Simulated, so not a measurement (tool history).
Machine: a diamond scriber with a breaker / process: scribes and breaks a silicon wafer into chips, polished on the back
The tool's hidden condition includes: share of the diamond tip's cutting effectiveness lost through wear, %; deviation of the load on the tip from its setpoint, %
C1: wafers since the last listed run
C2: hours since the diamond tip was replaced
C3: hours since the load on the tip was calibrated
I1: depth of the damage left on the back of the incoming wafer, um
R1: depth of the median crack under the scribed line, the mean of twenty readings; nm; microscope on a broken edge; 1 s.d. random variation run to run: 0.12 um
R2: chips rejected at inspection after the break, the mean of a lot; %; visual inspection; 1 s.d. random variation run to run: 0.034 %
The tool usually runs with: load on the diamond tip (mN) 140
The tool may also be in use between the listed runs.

{"run": 1, "hour": 0.0, "load on the diamond tip (mN)": 120, "C1": 0, "C2": 598.2, "C3": 885.5, "I1": 0.02, "R1": 10180, "R2": 2.9}
{"run": 2, "hour": 32.7, "load on the diamond tip (mN)": 120, "C1": 94, "C2": 630.9, "C3": 918.2, "I1": 0.02, "R1": 10180, "R2": 2.64}
{"run": 3, "hour": 65.0, "load on the diamond tip (mN)": 120, "C1": 93, "C2": 663.2, "C3": 950.5, "I1": 0.01, "R1": 10060, "R2": 2.69}
{"run": 4, "hour": 96.7, "load on the diamond tip (mN)": 110, "C1": 91, "C2": 694.9, "C3": 982.2, "I1": 0.03, "R1": 9400, "R2": 5.35}
{"run": 5, "hour": 115.7, "load on the diamond tip (mN)": 110, "C1": 55, "C2": 713.9, "C3": 1001.2, "I1": 0.03, "R1": 9370, "R2": 5.18}
{"run": 6, "hour": 132.4, "load on the diamond tip (mN)": 140, "C1": 48, "C2": 730.6, "C3": 1017.9, "I1": 0.05, "R1": 11700, "R2": 0.86}
{"run": 7, "hour": 166.8, "load on the diamond tip (mN)": 140, "C1": 99, "C2": 765, "C3": 1052.3, "I1": 0.05, "R1": 11790, "R2": 0.88}
{"run": 8, "hour": 183.1, "load on the diamond tip (mN)": 140, "C1": 47, "C2": 781.3, "C3": 1068.6, "I1": 0.04, "R1": 11500, "R2": 0.86}
{"run": 9, "hour": 215.8, "load on the diamond tip (mN)": 140, "C1": 94, "C2": 814, "C3": 1101.3, "I1": 0.03, "R1": 11640, "R2": 0.93}
{"run": 10, "hour": 241.6, "load on the diamond tip (mN)": 140, "C1": 74, "C2": 839.8, "C3": 1127.1, "I1": 0.02, "R1": 11750, "R2": 0.93}
{"run": 11, "hour": 254.3, "load on the diamond tip (mN)": 123, "C1": 36, "C2": 852.5, "C3": 1139.8, "I1": 0.02, "R1": 10400, "R2": 2.13}
{"run": 12, "hour": 269.2, "load on the diamond tip (mN)": 123, "C1": 43, "C2": 867.4, "C3": 1154.7, "I1": 0.01, "R1": 10610, "R2": 2.22}
{"run": 13, "hour": 283.6, "load on the diamond tip (mN)": 106, "C1": 41, "C2": 881.8, "C3": 1169.1, "I1": 0.02, "R1": 8950, "R2": 7.09}
{"run": 14, "hour": 306.9, "load on the diamond tip (mN)": 140, "C1": 67, "C2": 905.1, "C3": 1192.4, "I1": 0.01, "R1": 11680, "R2": 0.93}
{"run": 15, "hour": 326.8, "load on the diamond tip (mN)": 127, "C1": 57, "C2": 925, "C3": 1212.3, "I1": 0.02, "R1": 10730, "R2": 1.55}
{"run": 16, "hour": 351.4, "load on the diamond tip (mN)": 171, "C1": 71, "C2": 949.6, "C3": 1236.9, "I1": 0.05, "R1": 13810, "R2": 3.52}
{"hour": 366.6, "done": "diamond tip replaced by a new one"}
{"run": 17, "hour": 368.5, "load on the diamond tip (mN)": 176, "C1": 43, "C2": 1.9, "C3": 1254, "I1": 0.03, "R1": 14360, "R2": 4.49}
{"run": 18, "hour": 398.9, "load on the diamond tip (mN)": 107, "C1": 88, "C2": 32.3, "C3": 1284.4, "I1": 0.04, "R1": 9150, "R2": 6.62}
{"run": 19, "hour": 415.5, "load on the diamond tip (mN)": 160, "C1": 48, "C2": 48.9, "C3": 1301, "I1": 0.03, "R1": 12990, "R2": 2.11}
{"hour": 446.8, "done": "load on the tip recalibrated"}
{"run": 20, "hour": 450.0, "load on the diamond tip (mN)": 163, "C1": 94, "C2": 83.4, "C3": 3.2, "I1": 0.04, "R1": 13250, "R2": 2.58}
{"run": 21, "hour": 499.5, "load on the diamond tip (mN)": 102, "C1": 143, "C2": 132.9, "C3": 52.7, "I1": 0.03, "R1": 8900, "R2": 8.56}
{"run": 22, "hour": 554.7, "load on the diamond tip (mN)": 140, "C1": 160, "C2": 188.1, "C3": 107.9, "I1": 0.03, "R1": 11650, "R2": 0.97}
{"run": 23, "hour": 648.3, "load on the diamond tip (mN)": 115, "C1": 271, "C2": 281.7, "C3": 201.5, "I1": 0.03, "R1": 9630, "R2": 3.64}
{"run": 24, "hour": 683.1, "load on the diamond tip (mN)": 155, "C1": 100, "C2": 316.5, "C3": 236.3, "I1": 0.03, "R1": 12990, "R2": 1.58}

Each row is a separate what-if for the run after 24, all from the same tool condition, not one after another. Results?
{"run": "A", "hour": 683.6, "load on the diamond tip (mN)": 140, "C1": 1, "C2": 317, "C3": 236.8, "I1": 0.03, "R1": "?", "R2": "?"}
{"run": "B", "hour": 683.6, "load on the diamond tip (mN)": 181, "C1": 1, "C2": 317, "C3": 236.8, "I1": 0.03, "R1": "?", "R2": "?"}
{"run": "C", "hour": 683.6, "load on the diamond tip (mN)": 98, "C1": 1, "C2": 317, "C3": 236.8, "I1": 0.03, "R1": "?", "R2": "?"}
{"run": "D", "hour": 683.6, "load on the diamond tip (mN)": 103, "C1": 1, "C2": 317, "C3": 236.8, "I1": 0.03, "R1": "?", "R2": "?"}

run=A R1=12050 R2=0.82
run=B R1=14990 R2=4.77
run=C R1=8590 R2=9.95
run=D R1=9040 R2=7.53
Take away the tool's hidden state, keep each run's random variation, and the runs would have read:
run=A R1=12050 R2=0.82
run=B R1=14990 R2=4.77
run=C R1=8590 R2=9.95
run=D R1=9040 R2=7.53

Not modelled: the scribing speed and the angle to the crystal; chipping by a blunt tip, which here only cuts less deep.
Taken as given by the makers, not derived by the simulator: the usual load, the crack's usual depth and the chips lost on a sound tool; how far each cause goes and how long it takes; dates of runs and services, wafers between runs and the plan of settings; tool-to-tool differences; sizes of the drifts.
